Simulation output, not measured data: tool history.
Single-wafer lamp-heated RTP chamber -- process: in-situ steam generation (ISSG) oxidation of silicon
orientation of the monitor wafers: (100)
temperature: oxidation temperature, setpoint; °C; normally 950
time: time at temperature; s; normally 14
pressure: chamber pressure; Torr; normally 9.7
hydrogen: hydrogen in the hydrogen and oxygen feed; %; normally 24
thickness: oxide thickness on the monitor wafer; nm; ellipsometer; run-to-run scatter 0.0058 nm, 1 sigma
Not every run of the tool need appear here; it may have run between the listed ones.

run,hour,temperature,time,pressure,hydrogen,wafers since the last listed run,wafers since the last pyrometer calibration,hours since the pressure gauge was zeroed,hours since the hydrogen flow controller was replaced,hours since the gauge calibration,"read-back reference wafer on the same gauge, thickness",thickness
1,0.0,950,14,9.7,24,0,7886,3272.0,3870.0,320.9,4.489,3.963
2,16.8,950,14,9.7,24,180,8067,3288.8,3886.8,337.7,4.491,3.966
3,26.3,950,14,9.7,24,102,8169,3298.3,3896.3,347.2,4.492,3.968
4,32.6,950,14,9.7,24,67,8237,3304.6,3902.6,353.5,4.491,3.967
5,56.1,950,14,9.7,24,252,8489,3328.1,3926.1,377.0,4.491,3.966
6,73.9,950,17,9.7,24,191,8681,3345.9,3943.9,394.8,4.485,4.278
7,90.2,950,17,9.7,24,175,8856,3362.2,3960.2,411.1,4.486,4.308
# hour 105.3: pyrometer window cleaned and pyrometer calibrated
8,105.8,950,17,9.7,24,81,5,3377.8,3975.8,426.7,4.491,4.134
9,111.0,950,10,9.7,24,55,61,3383.0,3981.0,431.9,4.492,3.381
10,123.5,950,10,9.7,24,134,195,3395.5,3993.5,444.4,4.489,3.394
# hour 133.7: gauge calibrated
# hour 136.3: hydrogen flow controller replaced
# hour 138.4: pressure gauge zeroed
11,141.5,950,16,8.7,24,84,280,3.1,5.2,7.8,4.491,4.097
12,152.8,950,16,9.7,24,121,402,14.4,16.5,19.1,4.486,4.052
13,164.4,950,14,9.7,28,124,527,26.0,28.1,30.7,4.492,3.981
14,179.9,938,9,9.7,16,166,693,41.5,43.6,46.2,4.491,2.908
15,189.8,962,14,10.2,27,106,800,51.4,53.5,56.1,4.492,4.035
16,201.7,950,14,8.6,24,128,928,63.3,65.4,68.0,4.490,3.916
17,208.9,958,14,9.7,24,77,1005,70.5,72.6,75.2,4.489,3.940
18,219.2,950,17,8.5,24,110,1116,80.8,82.9,85.5,4.487,4.225
19,231.2,950,14,9.7,24,129,1245,92.8,94.9,97.5,4.489,3.851
20,252.9,950,14,9.0,27,233,1479,114.5,116.6,119.2,4.492,4.031
21,261.6,945,10,10.2,24,93,1572,123.2,125.3,127.9,4.491,3.329
22,271.2,950,14,9.7,24,103,1676,132.8,134.9,137.5,4.489,3.854
23,278.9,950,10,9.7,15,82,1758,140.5,142.6,145.2,4.488,3.054
24,292.5,950,14,10.2,24,146,1905,154.1,156.2,158.8,4.486,3.820
25,309.6,950,14,9.7,24,183,2089,171.2,173.3,175.9,4.489,3.865
26,326.1,961,14,10.2,24,177,2266,187.7,189.8,192.4,4.489,3.944
27,336.7,950,14,9.7,19,114,2380,198.3,200.4,203.0,4.491,3.673
28,345.3,950,19,9.7,24,92,2473,206.9,209.0,211.6,4.490,4.360
29,357.6,950,12,9.7,24,132,2605,219.2,221.3,223.9,4.489,3.655
30,367.2,961,14,9.7,24,103,2708,228.8,230.9,233.5,4.490,3.981

Below are 5 alternative next runs, each starting from the tool's condition after run 30. Predict each:
A,367.6,950,14,9.7,24,4,2713,229.2,231.3,233.9,?,?
B,367.6,931,19,9.7,24,4,2713,229.2,231.3,233.9,?,?
C,367.6,933,14,9.7,19,4,2713,229.2,231.3,233.9,?,?
D,367.6,950,14,9.7,18,4,2713,229.2,231.3,233.9,?,?
E,367.6,958,16,9.7,24,4,2713,229.2,231.3,233.9,?,?

run,"read-back reference wafer on the same gauge, thickness",thickness
A,4.491,3.873
B,4.491,4.135
C,4.491,3.520
D,4.491,3.630
E,4.491,4.172
Without the tool's hidden state the same runs would have given:
run,thickness
A,3.837
B,4.097
C,3.491
D,3.596
E,4.129

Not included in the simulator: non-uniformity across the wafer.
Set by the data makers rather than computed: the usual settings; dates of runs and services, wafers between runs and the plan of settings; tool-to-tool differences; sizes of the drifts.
